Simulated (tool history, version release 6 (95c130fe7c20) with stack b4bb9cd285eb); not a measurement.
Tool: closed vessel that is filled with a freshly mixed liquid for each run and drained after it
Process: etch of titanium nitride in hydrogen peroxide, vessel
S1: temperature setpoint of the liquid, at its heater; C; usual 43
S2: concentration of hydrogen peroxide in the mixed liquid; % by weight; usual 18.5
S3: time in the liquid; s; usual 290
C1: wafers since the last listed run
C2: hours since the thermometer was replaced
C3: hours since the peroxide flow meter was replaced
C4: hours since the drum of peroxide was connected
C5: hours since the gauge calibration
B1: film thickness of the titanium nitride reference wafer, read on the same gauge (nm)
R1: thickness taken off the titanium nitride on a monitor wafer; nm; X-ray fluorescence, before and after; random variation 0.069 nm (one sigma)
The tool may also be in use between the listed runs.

{"run": 1, "day": 0.0, "S1": 43, "S2": 18.5, "S3": 195, "C1": 0, "C2": 811.9, "C3": 1418.4, "C4": 435.2, "C5": 141.8, "B1": 120.02, "R1": 6.1}
{"run": 2, "day": 1.142, "S1": 43, "S2": 18.5, "S3": 195, "C1": 2933, "C2": 839.3, "C3": 1445.8, "C4": 462.6, "C5": 169.2, "B1": 120, "R1": 6.06}
{"run": 3, "day": 2.621, "S1": 43, "S2": 18.5, "S3": 195, "C1": 3800, "C2": 874.8, "C3": 1481.3, "C4": 498.1, "C5": 204.7, "B1": 120.02, "R1": 6.05}
{"run": 4, "day": 3.612, "S1": 39.5, "S2": 18.5, "S3": 290, "C1": 2547, "C2": 898.6, "C3": 1505.1, "C4": 521.9, "C5": 228.5, "B1": 120.02, "R1": 7.04}
{"run": 5, "day": 4.246, "S1": 39.5, "S2": 18.5, "S3": 290, "C1": 1627, "C2": 913.8, "C3": 1520.3, "C4": 537.1, "C5": 243.7, "B1": 120.01, "R1": 7.09}
{"run": 6, "day": 4.938, "S1": 39.5, "S2": 18.5, "S3": 290, "C1": 1777, "C2": 930.4, "C3": 1536.9, "C4": 553.7, "C5": 260.3, "B1": 119.94, "R1": 7.03}
{"run": 7, "day": 5.583, "S1": 43, "S2": 18.5, "S3": 290, "C1": 1659, "C2": 945.9, "C3": 1552.4, "C4": 569.2, "C5": 275.8, "B1": 120.01, "R1": 9.21}
{"run": 8, "day": 6.558, "S1": 50, "S2": 18.5, "S3": 290, "C1": 2504, "C2": 969.3, "C3": 1575.8, "C4": 592.6, "C5": 299.2, "B1": 120.04, "R1": 15.18}
{"run": 9, "day": 7.062, "S1": 50, "S2": 18.5, "S3": 290, "C1": 1295, "C2": 981.4, "C3": 1587.9, "C4": 604.7, "C5": 311.3, "B1": 120.03, "R1": 15.37}
{"day": 7.679, "done": "new drum of peroxide connected"}
{"run": 10, "day": 7.958, "S1": 43, "S2": 18.5, "S3": 205, "C1": 2194, "C2": 1002.9, "C3": 1609.4, "C4": 6.7, "C5": 332.8, "B1": 120.01, "R1": 6.58}
{"run": 11, "day": 8.608, "S1": 35.5, "S2": 20.5, "S3": 370, "C1": 1669, "C2": 1018.5, "C3": 1625, "C4": 22.3, "C5": 348.4, "B1": 119.97, "R1": 6.79}
{"day": 8.712, "done": "thermometer replaced"}
{"run": 12, "day": 9.988, "S1": 43, "S2": 21, "S3": 415, "C1": 3436, "C2": 30.6, "C3": 1658.1, "C4": 55.4, "C5": 381.5, "B1": 120.01, "R1": 11.92}
{"run": 13, "day": 10.567, "S1": 53, "S2": 18.5, "S3": 240, "C1": 1487, "C2": 44.5, "C3": 1672, "C4": 69.3, "C5": 395.4, "B1": 119.99, "R1": 13.98}
{"run": 14, "day": 11.517, "S1": 43, "S2": 18.5, "S3": 290, "C1": 2440, "C2": 67.3, "C3": 1694.8, "C4": 92.1, "C5": 418.2, "B1": 120, "R1": 8.09}
{"day": 11.554, "done": "gauge calibrated"}
{"run": 15, "day": 12.779, "S1": 46.5, "S2": 18.5, "S3": 290, "C1": 3243, "C2": 97.6, "C3": 1725.1, "C4": 122.4, "C5": 29.4, "B1": 120.03, "R1": 10.71}
{"day": 13.458, "done": "peroxide flow meter replaced"}
{"run": 16, "day": 13.662, "S1": 43, "S2": 18.5, "S3": 290, "C1": 2162, "C2": 118.8, "C3": 4.9, "C4": 143.6, "C5": 50.6, "B1": 119.98, "R1": 8.23}
{"run": 17, "day": 14.517, "S1": 39, "S2": 22.5, "S3": 290, "C1": 2194, "C2": 139.3, "C3": 25.4, "C4": 164.1, "C5": 71.1, "B1": 120.05, "R1": 6.33}
{"run": 18, "day": 15.517, "S1": 43, "S2": 14.5, "S3": 375, "C1": 2569, "C2": 163.3, "C3": 49.4, "C4": 188.1, "C5": 95.1, "B1": 120.03, "R1": 10.25}
{"run": 19, "day": 16.821, "S1": 43, "S2": 18.5, "S3": 195, "C1": 3350, "C2": 194.6, "C3": 80.7, "C4": 219.4, "C5": 126.4, "B1": 120.01, "R1": 5.64}
{"run": 20, "day": 18.133, "S1": 43, "S2": 22.5, "S3": 435, "C1": 3372, "C2": 226.1, "C3": 112.2, "C4": 250.9, "C5": 157.9, "B1": 119.95, "R1": 13.07}

How the hidden state differs across the entries between the runs, from the last listed run before each to the first after it:
Between runs 9 and 10: new drum of peroxide connected (day 7.679)
  liquid hotter than its thermometer reads (K): 2.37 -> 2.42
  measured less the result without the state, R1: +2.4 -> +1.09 nm
Between runs 11 and 12: thermometer replaced (day 8.712)
  liquid hotter than its thermometer reads (K): 2.46 -> 0.716
  measured less the result without the state, R1: +1.19 -> +0.63 nm
Between runs 14 and 15: gauge calibrated (day 11.554)
  liquid hotter than its thermometer reads (K): 0.796 -> 0.862
  measured less the result without the state, R1: +0.47 -> +0.66 nm
Between runs 15 and 16: peroxide flow meter replaced (day 13.458)
  liquid hotter than its thermometer reads (K): 0.862 -> 0.909
  measured less the result without the state, R1: +0.66 -> +0.54 nm
